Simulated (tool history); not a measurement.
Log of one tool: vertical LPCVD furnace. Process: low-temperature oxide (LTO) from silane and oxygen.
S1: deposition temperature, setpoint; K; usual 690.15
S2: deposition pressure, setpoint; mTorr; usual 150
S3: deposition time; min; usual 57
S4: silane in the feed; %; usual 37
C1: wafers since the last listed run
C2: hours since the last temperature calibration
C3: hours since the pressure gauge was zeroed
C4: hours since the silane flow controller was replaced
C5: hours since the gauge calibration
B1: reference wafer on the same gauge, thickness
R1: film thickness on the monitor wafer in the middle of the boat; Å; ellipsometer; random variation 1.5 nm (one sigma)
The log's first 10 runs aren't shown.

run 11 day=9.996 | S1=690.15 S2=150 S3=57 S4=37 | C1=126 C2=123.4 C3=19.4 C4=2132.3 C5=597.4 | B1=458.95 | R1=4031.9
run 12 day=11.017 | S1=690.15 S2=150 S3=57 S4=37 | C1=227 C2=147.9 C3=43.9 C4=2156.8 C5=621.9 | B1=458.81 | R1=4047.3
-- day=11.592 gauge calibrated
run 13 day=12.321 | S1=690.15 S2=140 S3=57 S4=30 | C1=291 C2=179.2 C3=75.2 C4=2188.1 C5=17.5 | B1=467.7 | R1=2903.8
run 14 day=13.075 | S1=690.15 S2=150 S3=70 S4=43 | C1=168 C2=197.3 C3=93.3 C4=2206.2 C5=35.6 | B1=467.12 | R1=6013.3
run 15 day=13.654 | S1=690.15 S2=130 S3=57 S4=44 | C1=129 C2=211.2 C3=107.2 C4=2220.1 C5=49.5 | B1=466.35 | R1=4309.4
run 16 day=14.933 | S1=701.15 S2=150 S3=73 S4=40 | C1=285 C2=241.9 C3=137.9 C4=2250.8 C5=80.2 | B1=465.03 | R1=6434.6
run 17 day=16.096 | S1=686.15 S2=150 S3=57 S4=37 | C1=259 C2=269.8 C3=165.8 C4=2278.7 C5=108.1 | B1=464.19 | R1=3912.1
run 18 day=17.412 | S1=690.15 S2=130 S3=51 S4=32 | C1=293 C2=301.4 C3=197.4 C4=2310.3 C5=139.7 | B1=463.58 | R1=2642.5
-- day=18.617 silane flow controller replaced
run 19 day=18.638 | S1=681.15 S2=150 S3=79.5 S4=39 | C1=50 C2=330.8 C3=226.8 C4=0.5 C5=169.1 | B1=462.12 | R1=5514.8
run 20 day=19.608 | S1=690.15 S2=150 S3=57 S4=37 | C1=216 C2=354.1 C3=250.1 C4=23.8 C5=192.4 | B1=462.1 | R1=4099.8
run 21 day=20.171 | S1=690.15 S2=150 S3=57 S4=37 | C1=125 C2=367.6 C3=263.6 C4=37.3 C5=205.9 | B1=461.18 | R1=4064.5
run 22 day=21.117 | S1=701.15 S2=140 S3=57 S4=34 | C1=211 C2=390.3 C3=286.3 C4=60 C5=228.6 | B1=461.58 | R1=3814.1
run 23 day=22.154 | S1=690.15 S2=150 S3=76 S4=31 | C1=231 C2=415.2 C3=311.2 C4=84.9 C5=253.5 | B1=460.91 | R1=4323.3
run 24 day=23.596 | S1=690.15 S2=150 S3=57 S4=37 | C1=321 C2=449.8 C3=345.8 C4=119.5 C5=288.1 | B1=460.46 | R1=4075.6
run 25 day=24.917 | S1=699.15 S2=130 S3=57 S4=37 | C1=294 C2=481.5 C3=377.5 C4=151.2 C5=319.8 | B1=459.77 | R1=3856.6
run 26 day=25.9 | S1=690.15 S2=150 S3=57 S4=31 | C1=219 C2=505.1 C3=401.1 C4=174.8 C5=343.4 | B1=459.54 | R1=3197.5
run 27 day=27.004 | S1=684.15 S2=150 S3=57 S4=44 | C1=246 C2=531.6 C3=427.6 C4=201.3 C5=369.9 | B1=459.66 | R1=4645.4
run 28 day=28.138 | S1=690.15 S2=125 S3=57 S4=37 | C1=252 C2=558.8 C3=454.8 C4=228.5 C5=397.1 | B1=459.1 | R1=3380.8
run 29 day=28.808 | S1=680.15 S2=115 S3=39 S4=39 | C1=149 C2=574.9 C3=470.9 C4=244.6 C5=413.2 | B1=459.23 | R1=2038.4
run 30 day=30.283 | S1=690.15 S2=150 S3=57 S4=37 | C1=329 C2=610.3 C3=506.3 C4=280 C5=448.6 | B1=458.6 | R1=4045.2
run 31 day=30.825 | S1=690.15 S2=150 S3=57 S4=37 | C1=120 C2=623.3 C3=519.3 C4=293 C5=461.6 | B1=458.92 | R1=4047.7
run 32 day=32.092 | S1=690.15 S2=150 S3=57 S4=30 | C1=282 C2=653.7 C3=549.7 C4=323.4 C5=492 | B1=458.49 | R1=3081.6

Forecast each of these 3 alternatives for the next run:
run A day=32.317 | S1=690.15 S2=150 S3=57 S4=37 | C1=50 C2=659.1 C3=555.1 C4=328.8 C5=497.4 | B1=? | R1=?
run B day=32.317 | S1=700.15 S2=150 S3=75.5 S4=43 | C1=50 C2=659.1 C3=555.1 C4=328.8 C5=497.4 | B1=? | R1=?
run C day=32.317 | S1=682.15 S2=150 S3=74.5 S4=37 | C1=50 C2=659.1 C3=555.1 C4=328.8 C5=497.4 | B1=? | R1=?

run=A B1=458.43 R1=4050.8
run=B B1=458.43 R1=7023.8
run=C B1=458.43 R1=4858.9
Without the tool's hidden state the same runs would have given:
run=A R1=4135.2
run=B R1=7170.3
run=C R1=4960.2
